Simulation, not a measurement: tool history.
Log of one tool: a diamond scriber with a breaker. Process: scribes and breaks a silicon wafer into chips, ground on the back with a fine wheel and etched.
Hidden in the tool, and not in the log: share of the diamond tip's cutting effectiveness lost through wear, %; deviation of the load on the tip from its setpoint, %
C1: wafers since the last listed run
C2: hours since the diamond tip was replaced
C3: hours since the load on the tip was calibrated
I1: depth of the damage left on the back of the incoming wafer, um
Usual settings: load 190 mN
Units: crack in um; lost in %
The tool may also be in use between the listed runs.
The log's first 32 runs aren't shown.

run 33 hour=472.2 | load=229 | C1=46 C2=197.5 C3=62.1 | I1=0.38 | crack=15.00 lost=2.30
run 34 hour=478.3 | load=220 | C1=19 C2=203.6 C3=68.2 | I1=0.40 | crack=14.71 lost=1.44
run 35 hour=487.9 | load=237 | C1=30 C2=213.2 C3=77.8 | I1=0.49 | crack=15.50 lost=2.89
run 36 hour=498.3 | load=246 | C1=33 C2=223.6 C3=88.2 | I1=0.69 | crack=16.25 lost=3.34
run 37 hour=513.0 | load=243 | C1=47 C2=238.3 C3=102.9 | I1=0.45 | crack=15.93 lost=3.20
run 38 hour=526.1 | load=170 | C1=42 C2=251.4 C3=116.0 | I1=0.73 | crack=12.39 lost=1.09
run 39 hour=537.9 | load=150 | C1=37 C2=263.2 C3=127.8 | I1=0.68 | crack=11.67 lost=2.89
run 40 hour=581.5 | load=156 | C1=140 C2=306.8 C3=171.4 | I1=0.36 | crack=12.28 lost=2.05
run 41 hour=596.7 | load=148 | C1=48 C2=322.0 C3=186.6 | I1=0.37 | crack=11.33 lost=3.24
run 42 hour=611.1 | load=190 | C1=46 C2=336.4 C3=201.0 | I1=0.73 | crack=13.55 lost=0.66

4 ways to go on from here, each from the tool as it stands after run 42. What would each give?
run A hour=611.7 | load=224 | C1=1 C2=337.0 C3=201.6 | I1=0.59 | crack=? lost=?
run B hour=611.7 | load=218 | C1=1 C2=337.0 C3=201.6 | I1=0.59 | crack=? lost=?
run C hour=611.7 | load=155 | C1=1 C2=337.0 C3=201.6 | I1=0.59 | crack=? lost=?
run D hour=611.7 | load=239 | C1=1 C2=337.0 C3=201.6 | I1=0.59 | crack=? lost=?

run=A crack=14.71 lost=1.78
run=B crack=14.47 lost=1.42
run=C crack=11.82 lost=2.32
run=D crack=15.30 lost=2.88
Without the tool's hidden state the same runs would have given:
run=A crack=14.71 lost=1.78
run=B crack=14.47 lost=1.42
run=C crack=11.82 lost=2.32
run=D crack=15.30 lost=2.88
